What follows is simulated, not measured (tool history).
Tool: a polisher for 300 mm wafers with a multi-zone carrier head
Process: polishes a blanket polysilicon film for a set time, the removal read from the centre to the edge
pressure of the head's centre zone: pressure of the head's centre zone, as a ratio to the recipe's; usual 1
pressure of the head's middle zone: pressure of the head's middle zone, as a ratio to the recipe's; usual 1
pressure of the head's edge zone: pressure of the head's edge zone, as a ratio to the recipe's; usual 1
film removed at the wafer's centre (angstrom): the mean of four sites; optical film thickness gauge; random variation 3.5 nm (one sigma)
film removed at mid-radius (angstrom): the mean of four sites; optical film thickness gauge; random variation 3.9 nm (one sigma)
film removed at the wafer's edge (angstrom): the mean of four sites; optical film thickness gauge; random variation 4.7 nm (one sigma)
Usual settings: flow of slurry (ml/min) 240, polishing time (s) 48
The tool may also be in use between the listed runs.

run    hour  flow of slurry (ml/min)  pressure of the head's centre zone  pressure of the head's middle zone  pressure of the head's edge zone  polishing time (s)  incoming thickness of the incoming film, nm  film removed at the wafer's centre (angstrom)  film removed at mid-radius (angstrom)  film removed at the wafer's edge (angstrom)
  1       0                      240                                   1                                   1                                 1                  48                                        984.3                                           3011                                   3065                                         3160
  2    48.1                      240                                   1                                   1                                 1                  48                                        981.7                                           2991                                   3161                                         3169
  3     121                      240                                1.04                                   1                                 1                  48                                        975.9                                           3004                                   3074                                         3122
      196.9  -- slurry nozzle cleaned
      201.7  -- centre zone pressure recalibrated
  4   216.3                      240                                1.04                                   1                                 1                  48                                          969                                           3253                                   3180                                         3163
  5   278.3                      240                                1.04                                   1                                 1                  48                                        972.9                                           3238                                   3142                                         3140
      307.5  -- worn pad replaced by a new one
  6   319.5                      240                                   1                                   1                                 1                  48                                        976.7                                           3088                                   3109                                         3126
      353.6  -- edge zone pressure recalibrated
  7   359.7                      240                                   1                                   1                                 1                  48                                        977.9                                           3081                                   3118                                         3045
  8     412                      240                                   1                                   1                                 1                  48                                          989                                           3093                                   3160                                         3123
      491.8  -- slurry nozzle cleaned
  9   515.7                      180                                   1                                   1                                 1                  48                                        979.8                                           2957                                   3034                                         3130
 10   582.5                      180                                   1                                   1                                 1                  48                                        972.7                                           2861                                   2970                                         3085
 11   623.7                      240                                   1                                1.05                                 1                  48                                          973                                           2964                                   3132                                         3159
      656.1  -- worn pad replaced by a new one
 12     660                      205                                0.89                                0.94                                 1                  48                                        963.6                                           2750                                   2866                                         3128
 13   735.5                      240                                   1                                   1                                 1                  48                                        969.8                                           2831                                   3053                                         3050
 14   797.2                      290                                0.95                                   1                              0.89                  48                                        977.3                                           2809                                   3121                                         2876
        811  -- slurry nozzle cleaned
      813.1  -- centre zone pressure recalibrated
 15   904.7                      240                                   1                                   1                                 1                  48                                        981.7                                           3074                                   3193                                         3077
      942.1  -- worn pad replaced by a new one
 16   953.7                      240                                   1                                   1                              1.11                  48                                        981.5                                           3059                                   3196                                         3377
 17   996.2                      275                                   1                                1.09                                 1                  63                                        974.4                                           4039                                   4370                                         4154
     1007.3  -- carrier head's membrane replaced by a new one
 18  1103.5                      240                                   1                                1.05                               1.1                  60                                        984.1                                           3714                                   3902                                         3976
 19  1145.9                      240                                0.89                                   1                              0.94                  33                                        962.5                                           1859                                   2039                                         2032

Forecast run 20:
     1182.1  -- slurry nozzle cleaned
 20  1188.9                      240                                   1                                   1                                 1                  48                                        985.6                                              ?                                      ?                                            ?

film removed at the wafer's centre (angstrom): 3072
film removed at mid-radius (angstrom): 3281
film removed at the wafer's edge (angstrom): 3206
Without the tool's hidden state the same run would have given film removed at the wafer's centre (angstrom) 3185, film removed at mid-radius (angstrom) 3286, film removed at the wafer's edge (angstrom) 3209.
